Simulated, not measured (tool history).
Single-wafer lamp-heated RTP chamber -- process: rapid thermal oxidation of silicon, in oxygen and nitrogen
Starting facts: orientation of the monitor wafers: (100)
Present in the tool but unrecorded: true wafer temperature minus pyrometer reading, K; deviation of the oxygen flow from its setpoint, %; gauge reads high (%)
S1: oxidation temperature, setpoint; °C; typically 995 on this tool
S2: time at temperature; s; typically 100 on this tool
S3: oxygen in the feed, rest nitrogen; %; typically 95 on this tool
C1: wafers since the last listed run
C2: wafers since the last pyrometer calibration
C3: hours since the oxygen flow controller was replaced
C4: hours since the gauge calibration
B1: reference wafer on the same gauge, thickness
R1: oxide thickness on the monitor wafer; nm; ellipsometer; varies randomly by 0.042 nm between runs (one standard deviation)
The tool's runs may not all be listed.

| run | hour | S1 | S2 | S3 | C1 | C2 | C3 | C4 | B1 | R1 |
|---|---|---|---|---|---|---|---|---|---|---|
| 1 | 0 | 995 | 100 | 98 | 0 | 3335 | 2349.7 | 201.3 | 8.875 | 7.649 |
| 2 | 56.2 | 995 | 100 | 98 | 432 | 3767 | 2405.9 | 257.5 | 8.897 | 7.572 |
| 3 | 115.2 | 995 | 76 | 95 | 453 | 4221 | 2464.9 | 316.5 | 8.899 | 6.642 |
| 4 | 201.8 | 995 | 100 | 95 | 666 | 4887 | 2551.5 | 403.1 | 8.885 | 7.521 |
| 5 | 270.4 | 995 | 100 | 95 | 527 | 5415 | 2620.1 | 471.7 | 8.872 | 7.556 |
|  | 325.1 | gauge calibrated |
| 6 | 375.9 | 995 | 100 | 95 | 811 | 6227 | 2725.6 | 50.8 | 8.895 | 7.569 |
| 7 | 470.7 | 995 | 100 | 95 | 729 | 6956 | 2820.4 | 145.6 | 8.896 | 7.556 |

For run 8, what comes out?
| 8 | 531.2 | 1019 | 53 | 98 | 465 | 7422 | 2880.9 | 206.1 | ? | ? |

Run 8 measured B1 8.887, R1 6.887 nm.
Had the tool carried no hidden state, the very same run would have given R1 6.887 nm.
